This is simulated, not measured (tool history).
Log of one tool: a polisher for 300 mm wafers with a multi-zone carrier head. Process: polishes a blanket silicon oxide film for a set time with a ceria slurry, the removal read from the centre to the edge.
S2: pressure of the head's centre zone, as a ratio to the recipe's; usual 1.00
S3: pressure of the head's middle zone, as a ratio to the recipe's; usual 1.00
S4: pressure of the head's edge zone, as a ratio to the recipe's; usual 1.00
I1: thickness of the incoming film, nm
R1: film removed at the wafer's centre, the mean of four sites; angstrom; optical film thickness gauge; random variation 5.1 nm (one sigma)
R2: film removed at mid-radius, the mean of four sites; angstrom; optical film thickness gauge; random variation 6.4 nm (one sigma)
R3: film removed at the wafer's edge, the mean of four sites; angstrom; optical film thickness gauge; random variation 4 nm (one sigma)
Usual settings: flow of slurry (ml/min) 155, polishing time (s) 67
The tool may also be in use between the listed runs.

run 1 hour=0.0 | flow_of_slurry_(ml/min)=155 S2=1.00 S3=1.00 S4=1.00 polishing_time_(s)=67 | I1=1714.3 | R1=4987 R2=5189 R3=5161
-- hour=11.4 worn pad replaced by a new one
run 2 hour=54.8 | flow_of_slurry_(ml/min)=155 S2=1.00 S3=1.00 S4=1.00 polishing_time_(s)=67 | I1=1744.0 | R1=5030 R2=5001 R3=5120
run 3 hour=93.5 | flow_of_slurry_(ml/min)=155 S2=1.00 S3=1.00 S4=0.97 polishing_time_(s)=67 | I1=1770.3 | R1=5010 R2=5158 R3=5152
run 4 hour=146.4 | flow_of_slurry_(ml/min)=155 S2=1.00 S3=1.00 S4=0.97 polishing_time_(s)=67 | I1=1701.2 | R1=4978 R2=5126 R3=5147
run 5 hour=181.2 | flow_of_slurry_(ml/min)=195 S2=1.00 S3=1.05 S4=1.00 polishing_time_(s)=67 | I1=1752.4 | R1=5245 R2=5519 R3=5224
-- hour=185.6 worn pad replaced by a new one
run 6 hour=227.2 | flow_of_slurry_(ml/min)=195 S2=1.00 S3=1.05 S4=1.00 polishing_time_(s)=67 | I1=1738.3 | R1=5166 R2=5541 R3=5361
run 7 hour=296.5 | flow_of_slurry_(ml/min)=155 S2=1.00 S3=1.00 S4=1.00 polishing_time_(s)=67 | I1=1717.8 | R1=5084 R2=5043 R3=5159
-- hour=340.9 worn pad replaced by a new one
-- hour=345.4 slurry nozzle cleaned
-- hour=348.9 centre zone pressure recalibrated
run 8 hour=349.7 | flow_of_slurry_(ml/min)=155 S2=1.00 S3=1.00 S4=1.00 polishing_time_(s)=67 | I1=1743.7 | R1=5028 R2=5043 R3=5123
run 9 hour=398.7 | flow_of_slurry_(ml/min)=155 S2=1.00 S3=1.05 S4=1.00 polishing_time_(s)=67 | I1=1759.8 | R1=5011 R2=5328 R3=5118
run 10 hour=438.8 | flow_of_slurry_(ml/min)=195 S2=1.00 S3=1.05 S4=1.00 polishing_time_(s)=67 | I1=1737.0 | R1=5305 R2=5411 R3=5343
run 11 hour=502.2 | flow_of_slurry_(ml/min)=155 S2=1.00 S3=1.00 S4=1.00 polishing_time_(s)=67 | I1=1712.0 | R1=5038 R2=5028 R3=5088
-- hour=541.3 worn pad replaced by a new one
run 12 hour=551.1 | flow_of_slurry_(ml/min)=155 S2=1.00 S3=0.95 S4=1.00 polishing_time_(s)=67 | I1=1728.8 | R1=5041 R2=4844 R3=5137
run 13 hour=610.5 | flow_of_slurry_(ml/min)=155 S2=1.12 S3=1.00 S4=0.96 polishing_time_(s)=67 | I1=1725.3 | R1=5716 R2=5208 R3=5106
-- hour=618.5 carrier head's membrane replaced by a new one
-- hour=655.9 edge zone pressure recalibrated
run 14 hour=662.9 | flow_of_slurry_(ml/min)=130 S2=1.00 S3=0.90 S4=0.95 polishing_time_(s)=49 | I1=1710.4 | R1=3528 R2=3361 R3=3595
run 15 hour=700.2 | flow_of_slurry_(ml/min)=155 S2=1.00 S3=1.00 S4=1.00 polishing_time_(s)=67 | I1=1706.4 | R1=5031 R2=5179 R3=5166
-- hour=737.6 worn pad replaced by a new one
-- hour=770.2 slurry nozzle cleaned
run 16 hour=771.8 | flow_of_slurry_(ml/min)=155 S2=1.00 S3=1.04 S4=1.00 polishing_time_(s)=67 | I1=1729.8 | R1=4957 R2=5154 R3=5176
run 17 hour=840.4 | flow_of_slurry_(ml/min)=155 S2=1.00 S3=1.00 S4=0.93 polishing_time_(s)=48 | I1=1740.8 | R1=3554 R2=3716 R3=3629
run 18 hour=881.5 | flow_of_slurry_(ml/min)=155 S2=0.94 S3=1.04 S4=1.00 polishing_time_(s)=85 | I1=1766.3 | R1=5823 R2=6719 R3=6646

Forecast each of these 3 alternatives for the next run:
run A hour=881.9 | flow_of_slurry_(ml/min)=155 S2=1.00 S3=1.00 S4=1.00 polishing_time_(s)=82 | I1=1774.8 | R1=? R2=? R3=?
run B hour=881.9 | flow_of_slurry_(ml/min)=155 S2=1.00 S3=1.00 S4=1.00 polishing_time_(s)=78 | I1=1774.8 | R1=? R2=? R3=?
run C hour=881.9 | flow_of_slurry_(ml/min)=185 S2=1.00 S3=1.07 S4=1.00 polishing_time_(s)=61 | I1=1774.8 | R1=? R2=? R3=?

run=A R1=6081 R2=6257 R3=6334
run=B R1=5785 R2=5952 R3=6025
run=C R1=4695 R2=5059 R3=4822
Without the tool's hidden state the same runs would have given:
run=A R1=6081 R2=6257 R3=6334
run=B R1=5785 R2=5952 R3=6025
run=C R1=4695 R2=5059 R3=4822
